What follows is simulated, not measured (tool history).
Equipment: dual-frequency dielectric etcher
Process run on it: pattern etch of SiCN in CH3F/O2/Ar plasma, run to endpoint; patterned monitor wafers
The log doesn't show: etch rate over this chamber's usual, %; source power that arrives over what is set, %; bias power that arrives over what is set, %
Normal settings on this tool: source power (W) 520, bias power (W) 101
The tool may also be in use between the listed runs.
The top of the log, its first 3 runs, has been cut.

run	hour	source power (W)	bias power (W)	wafers since the last listed run	hours since the last wet clean	hours since the last source power generator calibration	hours since the last bias power generator calibration	hours since the last upper electrode change	incoming incoming film thickness, nm	endpoint time (s)
4	204.7	430	115	1542	208.8	892.7	3924.4	1336	10.02	20.3
5	312.4	520	113	1708	316.5	1000.4	4032.1	1443.7	10	19.1
6	369.5	520	113	905	373.6	1057.5	4089.2	1500.8	9.97	18.8
7	442.1	520	113	1151	446.2	1130.1	4161.8	1573.4	10.11	19.3
# hour 501.4: wet clean of the chamber
8	610.3	520	95	2287	108.9	1298.3	4330	1741.6	10.01	20.5
9	684.2	520	95	1172	182.8	1372.2	4403.9	1815.5	10.15	21
10	762.9	520	95	1248	261.5	1450.9	4482.6	1894.2	10.13	20.9
# hour 791.3: upper electrode replaced
11	839.3	520	83	831	337.9	1527.3	4559	48	10.11	22.1
12	885	520	83	725	383.6	1573	4604.7	93.7	10.06	22
# hour 1001.5: wet clean of the chamber
13	1002	520	83	1475	0.5	1690	4721.7	210.7	10.05	21.9
# hour 1012.6: source power generator calibrated
14	1054.5	520	119	769	53	41.9	4774.2	263.2	10.09	18.9
15	1147.5	520	119	1475	146	134.9	4867.2	356.2	10.16	18.9
16	1227.2	520	101	1264	225.7	214.6	4946.9	435.9	10.02	20.1
17	1292.6	520	101	1037	291.1	280	5012.3	501.3	10.11	20.3
18	1356	450	117	1005	354.5	343.4	5075.7	564.7	10.1	20
19	1445.1	450	84	1413	443.6	432.5	5164.8	653.8	10.02	23.2
# hour 1457.4: bias power generator calibrated
# hour 1475.1: wet clean of the chamber
20	1503.7	450	82	586	28.6	491.1	46.3	712.4	10.12	22.8
21	1581.6	470	78	1236	106.5	569	124.2	790.3	10.17	22.8
22	1679.4	630	113	1551	204.3	666.8	222	888.1	10.08	17.1
23	1735.4	640	125	888	260.3	722.8	278	944.1	10.11	16.2

What does the tool deliver on the next run?
24	1784.1	520	116	772	309	771.5	326.7	992.8	10.07	?

Run 24 produced endpoint time (s) 18.1.
Had the tool carried no hidden state, the very same run would have given endpoint time (s) 18.6.
